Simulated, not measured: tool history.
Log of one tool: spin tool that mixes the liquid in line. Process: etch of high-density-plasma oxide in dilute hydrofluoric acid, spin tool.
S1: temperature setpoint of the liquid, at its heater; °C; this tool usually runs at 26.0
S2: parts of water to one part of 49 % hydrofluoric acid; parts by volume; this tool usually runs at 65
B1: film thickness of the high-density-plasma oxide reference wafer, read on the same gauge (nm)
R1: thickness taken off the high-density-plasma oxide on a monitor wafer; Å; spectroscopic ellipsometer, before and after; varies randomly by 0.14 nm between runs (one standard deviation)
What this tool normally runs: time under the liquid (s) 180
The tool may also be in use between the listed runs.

Run 1, hour 0.0: usual settings but S2 50 parts by volume; B1 80.04. Result: R1 221.0 Å.
Run 2, hour 49.6: usual settings but S2 50 parts by volume; B1 80.00. Result: R1 221.7 Å.
At hour 130.5: thermometer replaced.
Run 3, hour 140.9: usual settings but S2 85 parts by volume; B1 80.02. Result: R1 126.0 Å.
Run 4, hour 193.6: usual settings but S2 85 parts by volume; B1 80.00. Result: R1 124.0 Å.
Run 5, hour 439.0: usual settings but S2 85 parts by volume; B1 79.99. Result: R1 126.3 Å.
Run 6, hour 497.1: usual settings; B1 79.99. Result: R1 167.0 Å.
Run 7, hour 540.9: usual settings; B1 80.05. Result: R1 167.1 Å.
Run 8, hour 641.9: usual settings; B1 80.01. Result: R1 170.5 Å.
Run 9, hour 710.2: usual settings; B1 80.03. Result: R1 172.2 Å.
Run 10, hour 794.9: usual settings; B1 79.97. Result: R1 167.7 Å.
Run 11, hour 865.2: usual settings; B1 79.96. Result: R1 169.5 Å.
Run 12, hour 951.5: usual settings; B1 79.97. Result: R1 172.4 Å.
Run 13, hour 1009.8: usual settings; B1 80.04. Result: R1 173.5 Å.
At hour 1062.1: thermometer replaced.
Run 14, hour 1069.9: usual settings; B1 80.01. Result: R1 174.3 Å.
At hour 1092.3: gauge calibrated.
Run 15, hour 1144.4: usual settings but S1 21.5 °C, S2 55 parts by volume, time under the liquid (s) 130; B1 80.00. Result: R1 123.4 Å.
Run 16, hour 1211.4: usual settings but S1 21.0 °C; B1 79.97. Result: R1 142.7 Å.
At hour 1227.7: hydrofluoric acid flow meter replaced.
Run 17, hour 1303.7: usual settings but S1 29.5 °C, S2 45 parts by volume, time under the liquid (s) 225; B1 79.97. Result: R1 340.0 Å.
Run 18, hour 1381.3: usual settings; B1 80.02. Result: R1 160.1 Å.
Run 19, hour 1453.2: usual settings but S1 30.0 °C, S2 90 parts by volume, time under the liquid (s) 135; B1 79.99. Result: R1 97.3 Å.
Run 20, hour 1513.9: usual settings but S1 28.0 °C, time under the liquid (s) 110; B1 80.00. Result: R1 106.9 Å.
Run 21, hour 1580.5: usual settings but S1 28.0 °C; B1 80.00. Result: R1 177.5 Å.
Run 22, hour 1672.8: usual settings but S1 28.0 °C, S2 45 parts by volume, time under the liquid (s) 225; B1 80.02. Result: R1 329.7 Å.
Run 23, hour 1761.3: usual settings but S1 24.0 °C, S2 50 parts by volume; B1 80.00. Result: R1 200.1 Å.
Run 24, hour 1842.1: usual settings but S1 23.0 °C, S2 40 parts by volume, time under the liquid (s) 285; B1 80.00. Result: R1 392.6 Å.
Run 25, hour 1918.4: usual settings but S1 23.0 °C, S2 45 parts by volume, time under the liquid (s) 265; B1 80.01. Result: R1 312.8 Å.
At hour 1985.8: thermometer replaced.
Run 26, hour 2043.7: usual settings but time under the liquid (s) 250; B1 79.96. Result: R1 231.8 Å.
Run 27, hour 2140.3: usual settings; B1 80.01. Result: R1 163.5 Å.
Run 28, hour 2203.6: usual settings; B1 80.01. Result: R1 167.6 Å.
Run 29, hour 2417.9: usual settings but S1 29.0 °C, S2 35 parts by volume, time under the liquid (s) 220; B1 80.01. Result: R1 456.7 Å.
Run 30, hour 2459.0: usual settings but S1 21.5 °C, S2 35 parts by volume; B1 79.98. Result: R1 268.0 Å.
Run 31, hour 2563.4: usual settings but S1 24.0 °C, S2 90 parts by volume; B1 79.98. Result: R1 108.0 Å.
Run 32, hour 2648.1: usual settings; B1 80.00. Result: R1 171.6 Å.

Here are 4 independent what-if runs from the current tool condition. What would each one return?
Run A, hour 2648.6: usual settings but time under the liquid (s) 100; B1 ?. Result: R1 ?.
Run B, hour 2648.6: usual settings but S1 24.0 °C, S2 80 parts by volume, time under the liquid (s) 240; B1 ?. Result: R1 ?.
Run C, hour 2648.6: usual settings but S1 22.5 °C, S2 75 parts by volume, time under the liquid (s) 220; B1 ?. Result: R1 ?.
Run D, hour 2648.6: usual settings but S1 27.5 °C, S2 45 parts by volume, time under the liquid (s) 215; B1 ?. Result: R1 ?.

run     B1     R1
  A  80.00   94.3
  B  80.00  166.6
  C  80.00  154.1
  D  80.00  319.5
What these runs would have given with no unlogged condition in the tool:
run     R1
  A   87.8
  B  154.9
  C  143.4
  D  297.7
